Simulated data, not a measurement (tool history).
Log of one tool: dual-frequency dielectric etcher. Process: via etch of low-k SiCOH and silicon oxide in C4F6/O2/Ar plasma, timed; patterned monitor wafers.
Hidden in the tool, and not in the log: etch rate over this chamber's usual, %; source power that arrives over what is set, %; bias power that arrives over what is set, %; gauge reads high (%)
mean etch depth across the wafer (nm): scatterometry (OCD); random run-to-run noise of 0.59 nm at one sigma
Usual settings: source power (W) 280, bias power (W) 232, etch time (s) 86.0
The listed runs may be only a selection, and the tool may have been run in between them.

run   hour  source power (W)  bias power (W)  etch time (s)  wafers since the last listed run  hours since the last wet clean  hours since the last source power generator calibration  hours since the last bias power generator calibration  hours since the last upper electrode change  hours since the gauge calibration  read-back reference wafer on the same gauge, depth_nm  mean etch depth across the wafer (nm)
  1    0.0               280             232           94.5                                 0                           206.5                                                   1394.4                                                 4073.3                                       5120.5                              262.6                                                  192.8                                  235.9
  2   18.7               280             232           86.0                               112                           225.2                                                   1413.1                                                 4092.0                                       5139.2                              281.3                                                  192.8                                  213.7
  3   90.0               280             232           86.0                               430                           296.5                                                   1484.4                                                 4163.3                                       5210.5                              352.6                                                  192.9                                  214.6
  4  118.1               280             232           86.0                               169                           324.6                                                   1512.5                                                 4191.4                                       5238.6                              380.7                                                  193.2                                  214.8
  5  151.5               280             232           86.0                               201                           358.0                                                   1545.9                                                 4224.8                                       5272.0                              414.1                                                  193.0                                  214.3
  6  179.8               280             232           86.0                               170                           386.3                                                   1574.2                                                 4253.1                                       5300.3                              442.4                                                  192.9                                  214.6
  7  197.6               280             232           86.0                               107                           404.1                                                   1592.0                                                 4270.9                                       5318.1                              460.2                                                  193.0                                  215.1
     239.2  -- wet clean of the chamber
     256.6  -- upper electrode replaced
  8  283.2               280             208          101.0                               266                            44.0                                                   1677.6                                                 4356.5                                         26.6                              545.8                                                  192.7                                  244.5
  9  299.9               300             274           86.0                               100                            60.7                                                   1694.3                                                 4373.2                                         43.3                              562.5                                                  192.9                                  230.6
 10  316.6               280             232           86.0                               100                            77.4                                                   1711.0                                                 4389.9                                         60.0                              579.2                                                  193.2                                  215.2
 11  333.7               280             232           86.0                               103                            94.5                                                   1728.1                                                 4407.0                                         77.1                              596.3                                                  192.9                                  215.5
 12  364.5               280             232           86.0                               185                           125.3                                                   1758.9                                                 4437.8                                        107.9                              627.1                                                  193.1                                  214.3
 13  389.4               280             232           86.0                               150                           150.2                                                   1783.8                                                 4462.7                                        132.8                              652.0                                                  193.1                                  213.9
     410.4  -- bias power generator calibrated
 14  414.6               280             266           86.0                               127                           175.4                                                   1809.0                                                    4.2                                        158.0                              677.2                                                  193.1                                  223.6
 15  428.1               280             232           94.5                                81                           188.9                                                   1822.5                                                   17.7                                        171.5                              690.7                                                  193.0                                  235.7
     460.4  -- source power generator calibrated
 16  460.9               340             260           61.0                               173                           221.7                                                      0.5                                                   50.5                                        204.3                              723.5                                                  192.7                                  170.5
 17  480.1               300             274           86.0                               115                           240.9                                                     19.7                                                   69.7                                        223.5                              742.7                                                  192.8                                  232.0
 18  496.6               330             194           69.0                                99                           257.4                                                     36.2                                                   86.2                                        240.0                              759.2                                                  193.2                                  175.6
     504.9  -- gauge calibrated
 19  517.8               280             278           86.0                               127                           278.6                                                     57.4                                                  107.4                                        261.2                               12.9                                                  192.6                                  225.2
 20  536.7               320             232           70.0                               114                           297.5                                                     76.3                                                  126.3                                        280.1                               31.8                                                  192.9                                  185.5
 21  556.1               240             286           61.5                               117                           316.9                                                     95.7                                                  145.7                                        299.5                               51.2                                                  192.9                                  152.3
 22  587.9               280             232           86.0                               191                           348.7                                                    127.5                                                  177.5                                        331.3                               83.0                                                  193.1                                  215.5
 23  607.7               280             232           86.0                               119                           368.5                                                    147.3                                                  197.3                                        351.1                              102.8                                                  193.0                                  215.8
 24  633.7               320             274          106.0                               156                           394.5                                                    173.3                                                  223.3                                        377.1                              128.8                                                  192.8                                  292.2
 25  662.2               330             281           86.0                               172                           423.0                                                    201.8                                                  251.8                                        405.6                              157.3                                                  192.9                                  243.2
 26  696.1               350             266           86.0                               204                           456.9                                                    235.7                                                  285.7                                        439.5                              191.2                                                  193.3                                  244.4
 27  718.0               280             232           86.0                               132                           478.8                                                    257.6                                                  307.6                                        461.4                              213.1                                                  193.0                                  215.6
 28  735.1               330             274           77.0                               103                           495.9                                                    274.7                                                  324.7                                        478.5                              230.2                                                  192.8                                  216.0
     765.4  -- wet clean of the chamber
 29  767.9               300             274           86.0                                53                             2.5                                                    307.5                                                  357.5                                        511.3                              263.0                                                  193.1                                  232.1

Here are 5 independent what-if runs from the current tool condition. What would each one return?
  A  768.3               280             232           86.0                                 2                             2.9                                                    307.9                                                  357.9                                        511.7                              263.4                                                      ?                                      ?
  B  768.3               280             269           86.0                                 2                             2.9                                                    307.9                                                  357.9                                        511.7                              263.4                                                      ?                                      ?
  C  768.3               280             268           86.0                                 2                             2.9                                                    307.9                                                  357.9                                        511.7                              263.4                                                      ?                                      ?
  D  768.3               280             277           70.0                                 2                             2.9                                                    307.9                                                  357.9                                        511.7                              263.4                                                      ?                                      ?
  E  768.3               280             256          101.0                                 2                             2.9                                                    307.9                                                  357.9                                        511.7                              263.4                                                      ?                                      ?

run  read-back reference wafer on the same gauge, depth_nm  mean etch depth across the wafer (nm)
  A                                                  193.0                                  215.0
  B                                                  193.0                                  224.2
  C                                                  193.0                                  224.0
  D                                                  193.0                                  184.1
  E                                                  193.0                                  259.6
Without the tool's unlogged condition, the same runs would have read:
run  mean etch depth across the wafer (nm)
  A                                  215.0
  B                                  224.2
  C                                  224.0
  D                                  184.1
  E                                  259.6
